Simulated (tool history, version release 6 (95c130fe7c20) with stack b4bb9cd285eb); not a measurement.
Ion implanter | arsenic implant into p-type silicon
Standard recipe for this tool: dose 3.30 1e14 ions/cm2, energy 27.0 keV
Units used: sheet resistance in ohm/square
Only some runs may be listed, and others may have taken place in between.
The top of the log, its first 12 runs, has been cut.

run     day  dose  energy  read-back reference wafer on the same gauge, sheet resistance  sheet resistance
     14.921  -- gauge calibrated
     15.167  -- extraction supply calibrated
 13  15.188  3.30    27.0                                                         209.54            257.97
 14  15.671  3.30    27.0                                                         210.13            256.42
 15  16.929  3.30    23.0                                                         210.19            262.71
 16  18.333  3.30    23.0                                                         210.11            263.01
 17  19.221  2.76    24.5                                                         209.93            298.12
 18  20.533  3.30    32.0                                                         209.98            250.55
 19  21.338  3.82    30.5                                                         209.65            227.21
 20  21.842  3.69    23.5                                                         210.11            243.04
 21  23.175  3.93    24.0                                                         209.93            228.80
 22  24.558  2.82    22.5                                                         210.21            296.32
 23  25.538  2.55    32.5                                                         209.91            305.12
     27.658  -- Faraday cup replaced and dose calibrated
 24  28.308  3.30    27.0                                                         209.85            259.04
 25  28.888  2.82    27.0                                                         209.84            288.63
 26  30.275  2.71    24.0                                                         210.21            306.38
 27  30.862  3.30    27.0                                                         209.91            257.28

Forecast run 28:
 28  32.175  3.30    27.0                                                              ?                 ?

read-back reference wafer on the same gauge, sheet resistance: 210.29
sheet resistance: 257.61 ohm/square
Without the tool's hidden state the same run would have given sheet resistance 257.61 ohm/square.
